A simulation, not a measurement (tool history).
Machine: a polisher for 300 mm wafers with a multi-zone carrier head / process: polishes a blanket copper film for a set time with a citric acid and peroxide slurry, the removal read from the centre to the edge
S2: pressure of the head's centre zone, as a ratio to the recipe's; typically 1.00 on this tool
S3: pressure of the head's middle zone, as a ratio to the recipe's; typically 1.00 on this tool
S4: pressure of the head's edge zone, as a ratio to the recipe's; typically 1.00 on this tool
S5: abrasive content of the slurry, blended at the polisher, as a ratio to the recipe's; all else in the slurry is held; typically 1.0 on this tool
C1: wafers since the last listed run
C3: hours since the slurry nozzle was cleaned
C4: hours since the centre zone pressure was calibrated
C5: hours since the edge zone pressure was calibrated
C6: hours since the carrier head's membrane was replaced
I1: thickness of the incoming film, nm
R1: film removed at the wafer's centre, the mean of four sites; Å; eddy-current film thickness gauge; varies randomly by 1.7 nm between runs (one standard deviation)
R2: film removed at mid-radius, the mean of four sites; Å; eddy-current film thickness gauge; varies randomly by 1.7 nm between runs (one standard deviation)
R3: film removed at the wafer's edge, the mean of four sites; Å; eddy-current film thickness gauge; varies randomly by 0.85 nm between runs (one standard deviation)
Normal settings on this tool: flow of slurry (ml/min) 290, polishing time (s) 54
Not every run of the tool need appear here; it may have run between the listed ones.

{"run": 1, "hour": 0.0, "flow of slurry (ml/min)": 245, "S2": 1.0, "S3": 1.0, "S4": 1.0, "S5": 1.0, "polishing time (s)": 54, "C1": 0, "wafers polished on this pad": 1987, "C3": 406.4, "C4": 40.1, "C5": 97.9, "C6": 956.1, "I1": 550.2, "R1": 1265, "R2": 1334, "R3": 1291}
{"hour": 55.9, "done": "slurry nozzle cleaned"}
{"run": 2, "hour": 81.9, "flow of slurry (ml/min)": 290, "S2": 1.0, "S3": 1.0, "S4": 1.0, "S5": 1.0, "polishing time (s)": 54, "C1": 1040, "wafers polished on this pad": 3028, "C3": 26.0, "C4": 122.0, "C5": 179.8, "C6": 1038.0, "I1": 550.5, "R1": 1244, "R2": 1291, "R3": 1287}
{"run": 3, "hour": 173.8, "flow of slurry (ml/min)": 290, "S2": 1.0, "S3": 1.0, "S4": 1.0, "S5": 1.0, "polishing time (s)": 54, "C1": 1182, "wafers polished on this pad": 4211, "C3": 117.9, "C4": 213.9, "C5": 271.7, "C6": 1129.9, "I1": 551.9, "R1": 1187, "R2": 1266, "R3": 1233}
{"hour": 207.1, "done": "carrier head's membrane replaced by a new one"}
{"hour": 252.9, "done": "worn pad replaced by a new one"}
{"run": 4, "hour": 264.5, "flow of slurry (ml/min)": 290, "S2": 1.0, "S3": 1.0, "S4": 1.0, "S5": 1.0, "polishing time (s)": 54, "C1": 1051, "wafers polished on this pad": 148, "C3": 208.6, "C4": 304.6, "C5": 362.4, "C6": 57.4, "I1": 545.1, "R1": 1307, "R2": 1396, "R3": 1374}
{"run": 5, "hour": 303.6, "flow of slurry (ml/min)": 290, "S2": 1.0, "S3": 1.0, "S4": 1.0, "S5": 1.0, "polishing time (s)": 54, "C1": 503, "wafers polished on this pad": 651, "C3": 247.7, "C4": 343.7, "C5": 401.5, "C6": 96.5, "I1": 537.8, "R1": 1302, "R2": 1392, "R3": 1367}
{"run": 6, "hour": 407.7, "flow of slurry (ml/min)": 290, "S2": 1.0, "S3": 1.0, "S4": 1.05, "S5": 1.0, "polishing time (s)": 54, "C1": 1339, "wafers polished on this pad": 1991, "C3": 351.8, "C4": 447.8, "C5": 505.6, "C6": 200.6, "I1": 549.3, "R1": 1275, "R2": 1307, "R3": 1346}
{"run": 7, "hour": 455.0, "flow of slurry (ml/min)": 290, "S2": 1.0, "S3": 1.0, "S4": 1.0, "S5": 1.0, "polishing time (s)": 54, "C1": 608, "wafers polished on this pad": 2599, "C3": 399.1, "C4": 495.1, "C5": 552.9, "C6": 247.9, "I1": 552.2, "R1": 1230, "R2": 1325, "R3": 1311}
{"hour": 459.6, "done": "slurry nozzle cleaned"}
{"run": 8, "hour": 528.2, "flow of slurry (ml/min)": 335, "S2": 1.0, "S3": 0.95, "S4": 0.94, "S5": 1.0, "polishing time (s)": 70, "C1": 928, "wafers polished on this pad": 3528, "C3": 68.6, "C4": 568.3, "C5": 626.1, "C6": 321.1, "I1": 560.0, "R1": 1557, "R2": 1618, "R3": 1623}
{"hour": 666.3, "done": "worn pad replaced by a new one"}
{"run": 9, "hour": 710.1, "flow of slurry (ml/min)": 290, "S2": 1.0, "S3": 1.0, "S4": 0.95, "S5": 1.0, "polishing time (s)": 54, "C1": 2288, "wafers polished on this pad": 562, "C3": 250.5, "C4": 750.2, "C5": 808.0, "C6": 503.0, "I1": 550.8, "R1": 1207, "R2": 1375, "R3": 1310}
{"hour": 726.9, "done": "edge zone pressure recalibrated"}
{"run": 10, "hour": 802.3, "flow of slurry (ml/min)": 290, "S2": 1.0, "S3": 1.0, "S4": 0.91, "S5": 1.0, "polishing time (s)": 54, "C1": 1160, "wafers polished on this pad": 1723, "C3": 342.7, "C4": 842.4, "C5": 75.4, "C6": 595.2, "I1": 548.6, "R1": 1177, "R2": 1297, "R3": 1261}
{"hour": 869.1, "done": "slurry nozzle cleaned"}
{"run": 11, "hour": 873.4, "flow of slurry (ml/min)": 290, "S2": 1.0, "S3": 1.0, "S4": 1.0, "S5": 1.0, "polishing time (s)": 54, "C1": 901, "wafers polished on this pad": 2625, "C3": 4.3, "C4": 913.5, "C5": 146.5, "C6": 666.3, "I1": 552.9, "R1": 1148, "R2": 1303, "R3": 1280}
{"run": 12, "hour": 922.6, "flow of slurry (ml/min)": 290, "S2": 1.09, "S3": 1.0, "S4": 1.0, "S5": 0.9, "polishing time (s)": 45, "C1": 633, "wafers polished on this pad": 3258, "C3": 53.5, "C4": 962.7, "C5": 195.7, "C6": 715.5, "I1": 553.0, "R1": 1021, "R2": 1076, "R3": 1028}
{"run": 13, "hour": 972.6, "flow of slurry (ml/min)": 290, "S2": 1.0, "S3": 1.0, "S4": 1.0, "S5": 1.0, "polishing time (s)": 54, "C1": 643, "wafers polished on this pad": 3901, "C3": 103.5, "C4": 1012.7, "C5": 245.7, "C6": 765.5, "I1": 552.8, "R1": 1088, "R2": 1263, "R3": 1238}
{"run": 14, "hour": 1075.9, "flow of slurry (ml/min)": 290, "S2": 1.05, "S3": 1.0, "S4": 1.0, "S5": 1.0, "polishing time (s)": 54, "C1": 1329, "wafers polished on this pad": 5230, "C3": 206.8, "C4": 1116.0, "C5": 349.0, "C6": 868.8, "I1": 557.7, "R1": 1145, "R2": 1208, "R3": 1210}

For run 15, what comes out?
{"hour": 1085.8, "done": "worn pad replaced by a new one"}
{"hour": 1130.7, "done": "centre zone pressure recalibrated"}
{"run": 15, "hour": 1149.4, "flow of slurry (ml/min)": 290, "S2": 1.0, "S3": 0.89, "S4": 1.0, "S5": 1.0, "polishing time (s)": 54, "C1": 868, "wafers polished on this pad": 792, "C3": 280.3, "C4": 18.7, "C5": 422.5, "C6": 942.3, "I1": 544.2, "R1": "?", "R2": "?", "R3": "?"}

For run 15 the tool returned R1 1311 Å, R2 1239 Å, R3 1338 Å.
The same run, on a tool lacking any hidden state, would have yielded R1 1351 Å, R2 1288 Å, R3 1390 Å.
